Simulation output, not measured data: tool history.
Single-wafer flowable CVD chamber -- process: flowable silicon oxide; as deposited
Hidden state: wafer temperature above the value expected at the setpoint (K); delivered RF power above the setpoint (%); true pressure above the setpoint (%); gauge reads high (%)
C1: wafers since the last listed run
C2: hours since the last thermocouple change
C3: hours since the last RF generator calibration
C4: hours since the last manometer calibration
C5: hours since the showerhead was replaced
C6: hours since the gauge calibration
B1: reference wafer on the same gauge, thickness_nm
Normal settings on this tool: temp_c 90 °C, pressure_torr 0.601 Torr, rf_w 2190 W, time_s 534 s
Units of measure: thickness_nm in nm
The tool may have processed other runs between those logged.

Run 1, day 0.000: usual settings; C1 0; C2 1285.6; C3 1684.3; C4 2926.6; C5 4099.5; C6 498.2; B1 331.933. Result: thickness_nm 274.517 nm.
Run 2, day 0.754: usual settings; C1 58; C2 1303.7; C3 1702.4; C4 2944.7; C5 4117.6; C6 516.3; B1 331.605. Result: thickness_nm 273.444 nm.
At day 2.212: capacitance manometer re-zeroed and calibrated.
Run 3, day 2.233: usual settings; C1 89; C2 1339.2; C3 1737.9; C4 0.5; C5 4153.1; C6 551.8; B1 331.883. Result: thickness_nm 274.895 nm.
Run 4, day 3.329: usual settings; C1 85; C2 1365.5; C3 1764.2; C4 26.8; C5 4179.4; C6 578.1; B1 331.948. Result: thickness_nm 273.571 nm.
At day 4.125: RF generator calibrated.
Run 5, day 4.146: usual settings; C1 37; C2 1385.1; C3 0.5; C4 46.4; C5 4199.0; C6 597.7; B1 331.946. Result: thickness_nm 274.708 nm.
Run 6, day 5.008: usual settings; C1 67; C2 1405.8; C3 21.2; C4 67.1; C5 4219.7; C6 618.4; B1 332.213. Result: thickness_nm 272.910 nm.
Run 7, day 6.250: usual settings; C1 96; C2 1435.6; C3 51.0; C4 96.9; C5 4249.5; C6 648.2; B1 332.397. Result: thickness_nm 271.087 nm.
At day 7.092: gauge calibrated.
Run 8, day 7.375: usual settings; C1 87; C2 1462.6; C3 78.0; C4 123.9; C5 4276.5; C6 6.8; B1 332.115. Result: thickness_nm 269.182 nm.
At day 8.362: showerhead replaced.
Run 9, day 9.204: usual settings but temp_c 76 °C, rf_w 2045 W; C1 116; C2 1506.5; C3 121.9; C4 167.8; C5 20.2; C6 50.7; B1 331.743. Result: thickness_nm 387.969 nm.
Run 10, day 9.946: usual settings but temp_c 81 °C, pressure_torr 0.506 Torr; C1 57; C2 1524.3; C3 139.7; C4 185.6; C5 38.0; C6 68.5; B1 331.945. Result: thickness_nm 291.658 nm.
Run 11, day 10.479: usual settings but temp_c 100 °C, pressure_torr 0.663 Torr; C1 41; C2 1537.1; C3 152.5; C4 198.4; C5 50.8; C6 81.3; B1 331.821. Result: thickness_nm 223.885 nm.
Run 12, day 11.438: usual settings but rf_w 1850 W; C1 74; C2 1560.1; C3 175.5; C4 221.4; C5 73.8; C6 104.3; B1 331.832. Result: thickness_nm 256.744 nm.
Run 13, day 12.217: usual settings; C1 60; C2 1578.8; C3 194.2; C4 240.1; C5 92.5; C6 123.0; B1 331.862. Result: thickness_nm 270.806 nm.
Run 14, day 13.712: usual settings but temp_c 100 °C, time_s 500 s; C1 116; C2 1614.7; C3 230.1; C4 276.0; C5 128.4; C6 158.9; B1 332.027. Result: thickness_nm 189.380 nm.
Run 15, day 15.025: usual settings; C1 102; C2 1646.2; C3 261.6; C4 307.5; C5 159.9; C6 190.4; B1 331.657. Result: thickness_nm 267.919 nm.
Run 16, day 17.529: usual settings; C1 195; C2 1706.3; C3 321.7; C4 367.6; C5 220.0; C6 250.5; B1 331.755. Result: thickness_nm 268.761 nm.
Run 17, day 18.088: usual settings but pressure_torr 0.680 Torr, rf_w 2460 W, time_s 618 s; C1 43; C2 1719.7; C3 335.1; C4 381.0; C5 233.4; C6 263.9; B1 331.786. Result: thickness_nm 360.749 nm.
At day 19.096: thermocouple changed; heater temperature recalibrated.
Run 18, day 19.188: usual settings but time_s 455 s; C1 59; C2 2.2; C3 361.5; C4 407.4; C5 259.8; C6 290.3; B1 332.114. Result: thickness_nm 240.824 nm.
Run 19, day 20.296: usual settings but temp_c 78 °C, pressure_torr 0.497 Torr, rf_w 2405 W, time_s 481 s; C1 86; C2 28.8; C3 388.1; C4 434.0; C5 286.4; C6 316.9; B1 332.162. Result: thickness_nm 296.171 nm.
Run 20, day 20.804: usual settings but rf_w 2510 W; C1 39; C2 41.0; C3 400.3; C4 446.2; C5 298.6; C6 329.1; B1 332.207. Result: thickness_nm 290.594 nm.
Run 21, day 22.258: usual settings but temp_c 84 °C, rf_w 2015 W; C1 113; C2 75.9; C3 435.2; C4 481.1; C5 333.5; C6 364.0; B1 331.730. Result: thickness_nm 323.751 nm.
Run 22, day 23.600: usual settings but temp_c 79 °C, time_s 571 s; C1 104; C2 108.1; C3 467.4; C4 513.3; C5 365.7; C6 396.2; B1 332.049. Result: thickness_nm 401.555 nm.
Run 23, day 24.292: usual settings but temp_c 81 °C, pressure_torr 0.506 Torr; C1 53; C2 124.7; C3 484.0; C4 529.9; C5 382.3; C6 412.8; B1 332.038. Result: thickness_nm 301.933 nm.
Run 24, day 25.296: usual settings but temp_c 81 °C, time_s 637 s; C1 78; C2 148.8; C3 508.1; C4 554.0; C5 406.4; C6 436.9; B1 332.172. Result: thickness_nm 426.593 nm.
Run 25, day 26.475: usual settings; C1 91; C2 177.1; C3 536.4; C4 582.3; C5 434.7; C6 465.2; B1 331.972. Result: thickness_nm 281.948 nm.
Run 26, day 27.033: usual settings but temp_c 83 °C, rf_w 2320 W, time_s 457 s; C1 43; C2 190.5; C3 549.8; C4 595.7; C5 448.1; C6 478.6; B1 332.019. Result: thickness_nm 292.620 nm.
Run 27, day 27.804: usual settings but temp_c 98 °C, rf_w 1845 W; C1 60; C2 209.0; C3 568.3; C4 614.2; C5 466.6; C6 497.1; B1 331.665. Result: thickness_nm 212.788 nm.
Run 28, day 29.017: usual settings but pressure_torr 0.500 Torr; C1 94; C2 238.1; C3 597.4; C4 643.3; C5 495.7; C6 526.2; B1 331.750. Result: thickness_nm 234.941 nm.
Run 29, day 30.000: usual settings but time_s 470 s; C1 76; C2 261.7; C3 621.0; C4 666.9; C5 519.3; C6 549.8; B1 331.985. Result: thickness_nm 247.153 nm.

What if the next run were any one of these 3? Each begins from the tool's condition after run 29:
Run A, day 30.021: usual settings but temp_c 79 °C; C1 1; C2 262.2; C3 621.5; C4 667.4; C5 519.8; C6 550.3; B1 ?. Result: thickness_nm ?.
Run B, day 30.021: usual settings but temp_c 103 °C; C1 1; C2 262.2; C3 621.5; C4 667.4; C5 519.8; C6 550.3; B1 ?. Result: thickness_nm ?.
Run C, day 30.021: usual settings but temp_c 82 °C; C1 1; C2 262.2; C3 621.5; C4 667.4; C5 519.8; C6 550.3; B1 ?. Result: thickness_nm ?.

run       B1  thickness_nm
  A  332.108       376.497
  B  332.108       192.384
  C  332.108       347.440
Stripped of hidden state, with their random variation kept, the same runs would have yielded:
run  thickness_nm
  A       381.222
  B       195.055
  C       351.736
